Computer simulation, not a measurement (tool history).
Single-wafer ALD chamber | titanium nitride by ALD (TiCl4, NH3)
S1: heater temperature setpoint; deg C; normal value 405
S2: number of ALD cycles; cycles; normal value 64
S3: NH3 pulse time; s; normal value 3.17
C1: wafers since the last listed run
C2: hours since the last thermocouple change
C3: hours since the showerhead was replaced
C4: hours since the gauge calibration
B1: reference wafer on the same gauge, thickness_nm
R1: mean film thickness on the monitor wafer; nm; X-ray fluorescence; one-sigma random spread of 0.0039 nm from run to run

run     day   S1  S2    S3   C1      C2      C3      C4     B1     R1
  1   0.000  405  64  3.17    0   722.0  4080.4   930.2  1.584  1.550
  2   2.779  405  64  3.17  199   788.7  4147.1   996.9  1.580  1.543
  3   3.812  405  64  3.17   74   813.5  4171.9  1021.7  1.577  1.542
      4.788  -- gauge calibrated
  4   5.208  415  64  2.46  100   847.0  4205.4    10.1  1.614  1.572
  5   6.542  405  64  3.17   95   879.0  4237.4    42.1  1.613  1.576
  6   8.204  405  64  3.17  119   918.9  4277.3    82.0  1.614  1.574
  7   9.617  405  64  3.17  101   952.8  4311.2   115.9  1.612  1.579
  8  10.883  405  64  3.17   90   983.2  4341.6   146.3  1.614  1.575
  9  13.138  405  64  3.17  161  1037.3  4395.7   200.4  1.614  1.583
 10  14.596  405  64  3.17  104  1072.3  4430.7   235.4  1.610  1.571
 11  17.088  405  64  3.17  178  1132.1  4490.5   295.2  1.611  1.568
 12  19.167  405  64  3.17  149  1182.0  4540.4   345.1  1.610  1.567
 13  20.908  405  64  3.17  125  1223.8  4582.2   386.9  1.609  1.567
 14  23.042  405  64  3.17  153  1275.0  4633.4   438.1  1.608  1.574
 15  25.383  405  64  3.17  168  1331.2  4689.6   494.3  1.608  1.563
 16  27.521  405  64  3.17  153  1382.5  4740.9   545.6  1.604  1.568
 17  29.579  405  64  3.17  147  1431.9  4790.3   595.0  1.604  1.568
 18  31.450  405  64  3.17  134  1476.8  4835.2   639.9  1.600  1.562
 19  33.071  394  59  3.17  116  1515.7  4874.1   678.8  1.598  1.436
 20  34.738  405  68  3.95  119  1555.7  4914.1   718.8  1.597  1.669
 21  37.533  398  64  4.24  200  1622.8  4981.2   785.9  1.594  1.571
     39.012  -- thermocouple changed; heater temperature recalibrated
 22  40.517  405  64  3.17  190    36.1  5052.8   857.5  1.592  1.555
 23  42.504  405  64  4.36  142    83.8  5100.5   905.2  1.588  1.568
     43.288  -- gauge calibrated
 24  43.967  405  64  3.17  105   118.9  5135.6    16.3  1.607  1.571
 25  45.383  412  64  4.19  101   152.9  5169.6    50.3  1.607  1.581
 26  48.133  395  76  2.63  197   218.9  5235.6   116.3  1.607  1.845
     51.100  -- showerhead replaced
 27  51.121  405  64  3.17  190   290.6     0.5   188.0  1.607  1.567
 28  52.717  405  70  3.17  114   328.9    38.8   226.3  1.607  1.719
 29  54.725  405  54  3.17  144   377.1    87.0   274.5  1.607  1.325
 30  57.058  400  64  1.93  167   433.1   143.0   330.5  1.604  1.530
 31  59.033  411  64  3.17  141   480.5   190.4   377.9  1.602  1.570
 32  60.338  405  64  3.17   93   511.8   221.7   409.2  1.603  1.563
 33  61.546  409  74  3.17   86   540.8   250.7   438.2  1.601  1.811
 34  62.812  416  64  3.17   90   571.2   281.1   468.6  1.600  1.565
 35  64.183  391  69  3.17   98   604.1   314.0   501.5  1.599  1.677

Per-run results on a tool with no hidden state, each run keeping its own random variation:
Hidden state at play: wafer temperature above the value expected at the setpoint (K); gauge reads high (%).
run     R1
  1  1.575
  2  1.572
  3  1.573
  4  1.568
  5  1.573
  6  1.571
  7  1.576
  8  1.572
  9  1.581
 10  1.569
 11  1.567
 12  1.567
 13  1.568
 14  1.577
 15  1.567
 16  1.574
 17  1.576
 18  1.572
 19  1.446
 20  1.683
 21  1.587
 22  1.573
 23  1.589
 24  1.573
 25  1.583
 26  1.849
 27  1.571
 28  1.723
 29  1.329
 30  1.536
 31  1.577
 32  1.570
 33  1.821
 34  1.574
 35  1.688

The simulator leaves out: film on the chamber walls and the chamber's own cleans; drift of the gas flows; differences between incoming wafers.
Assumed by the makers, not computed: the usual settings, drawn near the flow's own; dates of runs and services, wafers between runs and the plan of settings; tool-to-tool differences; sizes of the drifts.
